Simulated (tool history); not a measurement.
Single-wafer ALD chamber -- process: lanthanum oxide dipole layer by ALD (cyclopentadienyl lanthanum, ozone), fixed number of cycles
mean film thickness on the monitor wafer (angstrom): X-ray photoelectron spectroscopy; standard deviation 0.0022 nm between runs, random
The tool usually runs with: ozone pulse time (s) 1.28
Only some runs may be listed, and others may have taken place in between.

| run | day | ozone pulse time (s) | wafers since the last listed run | hours since the last thermocouple change | hours since the last ozone generator service | hours since the showerhead was replaced | hours since the gauge calibration | read-back reference wafer on the same gauge, thickness_nm | mean film thickness on the monitor wafer (angstrom) |
|---|---|---|---|---|---|---|---|---|---|
| 1 | 0.000 | 1.28 | 0 | 159.3 | 1124.2 | 5268.5 | 124.1 | 0.490 | 5.25 |
| 2 | 2.304 | 1.28 | 1241 | 214.6 | 1179.5 | 5323.8 | 179.4 | 0.490 | 5.23 |
| 3 | 6.175 | 1.53 | 2085 | 307.5 | 1272.4 | 5416.7 | 272.3 | 0.490 | 5.48 |
| 4 | 8.312 | 1.28 | 1151 | 358.8 | 1323.7 | 5468.0 | 323.6 | 0.491 | 5.20 |
| 5 | 12.612 | 1.07 | 2316 | 462.0 | 1426.9 | 5571.2 | 426.8 | 0.490 | 4.91 |
| 6 | 16.750 | 1.07 | 2228 | 561.3 | 1526.2 | 5670.5 | 526.1 | 0.490 | 4.90 |
| 7 | 19.912 | 1.28 | 1703 | 637.2 | 1602.1 | 5746.4 | 602.0 | 0.489 | 5.18 |
| 8 | 22.262 | 1.28 | 1265 | 693.6 | 1658.5 | 5802.8 | 658.4 | 0.490 | 5.16 |
| 9 | 24.979 | 1.00 | 1463 | 758.8 | 1723.7 | 5868.0 | 723.6 | 0.489 | 4.74 |
| 10 | 26.929 | 1.00 | 1050 | 805.6 | 1770.5 | 5914.8 | 770.4 | 0.490 | 4.71 |
|  | 28.900 | ozone generator serviced |
| 11 | 29.750 | 1.00 | 1340 | 873.3 | 20.4 | 5982.5 | 838.1 | 0.490 | 4.92 |
| 12 | 33.583 | 0.92 | 2065 | 965.3 | 112.4 | 6074.5 | 930.1 | 0.490 | 4.76 |
| 13 | 39.246 | 1.28 | 3050 | 1101.2 | 248.3 | 6210.4 | 1066.0 | 0.490 | 5.30 |
| 14 | 42.858 | 0.79 | 1946 | 1187.9 | 335.0 | 6297.1 | 1152.7 | 0.490 | 4.46 |
| 15 | 46.317 | 0.82 | 1863 | 1270.9 | 418.0 | 6380.1 | 1235.7 | 0.490 | 4.50 |
| 16 | 48.592 | 1.69 | 1225 | 1325.5 | 472.6 | 6434.7 | 1290.3 | 0.491 | 5.55 |
| 17 | 52.329 | 0.91 | 2013 | 1415.2 | 562.3 | 6524.4 | 1380.0 | 0.490 | 4.67 |
| 18 | 56.783 | 1.78 | 2399 | 1522.1 | 669.2 | 6631.3 | 1486.9 | 0.490 | 5.57 |
|  | 57.317 | thermocouple changed; heater temperature recalibrated |
| 19 | 58.688 | 0.77 | 846 | 32.9 | 714.9 | 6677.0 | 1532.6 | 0.490 | 4.30 |
| 20 | 60.979 | 1.11 | 1234 | 87.9 | 769.9 | 6732.0 | 1587.6 | 0.490 | 5.05 |
| 21 | 63.933 | 1.55 | 1591 | 158.8 | 840.8 | 6802.9 | 1658.5 | 0.490 | 5.47 |
|  | 65.212 | gauge calibrated |
| 22 | 67.050 | 1.15 | 1678 | 233.6 | 915.6 | 6877.7 | 44.1 | 0.490 | 5.11 |
| 23 | 71.350 | 1.28 | 2316 | 336.8 | 1018.8 | 6980.9 | 147.3 | 0.490 | 5.21 |
| 24 | 74.162 | 1.04 | 1515 | 404.3 | 1086.3 | 7048.4 | 214.8 | 0.490 | 4.87 |
|  | 76.975 | showerhead replaced |
| 25 | 78.075 | 1.04 | 1928 | 498.2 | 1180.2 | 26.4 | 308.7 | 0.490 | 4.89 |
| 26 | 80.083 | 1.03 | 1081 | 546.4 | 1228.4 | 74.6 | 356.9 | 0.490 | 4.84 |
| 27 | 83.908 | 1.28 | 2060 | 638.2 | 1320.2 | 166.4 | 448.7 | 0.490 | 5.24 |
| 28 | 88.350 | 0.99 | 2392 | 744.8 | 1426.8 | 273.0 | 555.3 | 0.490 | 4.73 |
| 29 | 91.729 | 1.44 | 1820 | 825.9 | 1507.9 | 354.1 | 636.4 | 0.490 | 5.30 |
| 30 | 94.262 | 1.46 | 1364 | 886.7 | 1568.7 | 414.9 | 697.2 | 0.491 | 5.36 |
| 31 | 97.825 | 1.68 | 1919 | 972.2 | 1654.2 | 500.4 | 782.7 | 0.490 | 5.48 |
| 32 | 100.683 | 0.78 | 1539 | 1040.8 | 1722.8 | 569.0 | 851.3 | 0.490 | 4.20 |
| 33 | 103.629 | 1.28 | 1586 | 1111.5 | 1793.5 | 639.7 | 922.0 | 0.490 | 5.14 |
| 34 | 107.617 | 0.93 | 2148 | 1207.2 | 1889.2 | 735.4 | 1017.7 | 0.490 | 4.51 |
| 35 | 111.792 | 0.87 | 2249 | 1307.4 | 1989.4 | 835.6 | 1117.9 | 0.490 | 4.37 |

Pick out some run-to-run changes in mean film thickness on the monitor wafer (angstrom). Of each, how much would a tool without hidden state show as well, from the settings, what came in and chance, and how much is left for the hidden state and any gauge scatter not in both results compared?
Hidden state at play: wafer temperature above the value expected at the setpoint (K); ozone dose above that of a generator just serviced (%); gauge reads high (%).
Run 10 -> 11: ozone generator serviced. mean film thickness on the monitor wafer (angstrom) +0.21: hidden state +0.23, all else -0.02.
Run 15 -> 16: ozone pulse time (s) 0.82 -> 1.69. mean film thickness on the monitor wafer (angstrom) +1.05: hidden state +0.07, all else +0.98.
Run 18 -> 19: ozone pulse time (s) 1.78 -> 0.77, thermocouple changed; heater temperature recalibrated. mean film thickness on the monitor wafer (angstrom) -1.27: hidden state -0.09, all else -1.18.
Run 31 -> 32: ozone pulse time (s) 1.68 -> 0.78. mean film thickness on the monitor wafer (angstrom) -1.28: hidden state -0.21, all else -1.07.
Run 32 -> 33: ozone pulse time (s) 0.78 -> 1.28. mean film thickness on the monitor wafer (angstrom) +0.94: hidden state +0.11, all else +0.83.

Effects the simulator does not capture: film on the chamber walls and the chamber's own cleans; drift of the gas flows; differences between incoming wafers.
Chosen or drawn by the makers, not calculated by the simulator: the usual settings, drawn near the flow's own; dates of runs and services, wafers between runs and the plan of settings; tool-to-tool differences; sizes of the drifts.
